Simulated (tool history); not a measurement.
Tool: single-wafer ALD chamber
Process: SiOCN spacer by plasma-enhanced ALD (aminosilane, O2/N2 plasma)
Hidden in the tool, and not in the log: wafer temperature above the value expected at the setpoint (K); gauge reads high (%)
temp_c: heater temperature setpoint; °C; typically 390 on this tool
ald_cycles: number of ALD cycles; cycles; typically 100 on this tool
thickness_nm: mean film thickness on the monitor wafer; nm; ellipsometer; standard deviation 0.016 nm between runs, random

run    day  temp_c  ald_cycles  wafers since the last listed run  hours since the last thermocouple change  hours since the gauge calibration  read-back reference wafer on the same gauge, thickness_nm  thickness_nm
  1  0.000     390          88                                 0                                    1609.1                              188.1                                                      5.622         5.596
  2  0.617     390          88                                56                                    1623.9                              202.9                                                      5.629         5.618
  3  1.204     399         100                                53                                    1638.0                              217.0                                                      5.626         6.372
  4  1.592     400         110                                35                                    1647.3                              226.3                                                      5.628         7.023
  5  1.929     400         110                                30                                    1655.4                              234.4                                                      5.633         7.010
  6  2.283     390          91                                32                                    1663.9                              242.9                                                      5.633         5.794
  7  2.775     390          91                                44                                    1675.7                              254.7                                                      5.632         5.791
  8  3.242     390         100                                42                                    1686.9                              265.9                                                      5.637         6.393
     3.521  -- gauge calibrated
  9  3.871     390         100                                57                                    1702.0                                8.4                                                      5.579         6.317
 10  4.446     390         113                                52                                    1715.8                               22.2                                                      5.587         7.138
 11  5.038     390          85                                54                                    1730.0                               36.4                                                      5.588         5.377
 12  5.479     390          88                                40                                    1740.6                               47.0                                                      5.590         5.593
 13  5.817     390         100                                30                                    1748.7                               55.1                                                      5.592         6.326
     6.521  -- thermocouple changed; heater temperature recalibrated
 14  6.542     402         115                                35                                       0.5                               72.5                                                      5.597         7.246

Run 15 is up next; what results do you expect?
 15  6.921     399          93                                34                                       9.6                               81.6                                                          ?             ?

Run 15 yielded read-back reference wafer on the same gauge, thickness_nm 5.600, thickness_nm 5.890 nm.
Take away the tool's hidden state, keep the run-to-run variation as it was, and the same run would have given thickness_nm 5.882 nm.

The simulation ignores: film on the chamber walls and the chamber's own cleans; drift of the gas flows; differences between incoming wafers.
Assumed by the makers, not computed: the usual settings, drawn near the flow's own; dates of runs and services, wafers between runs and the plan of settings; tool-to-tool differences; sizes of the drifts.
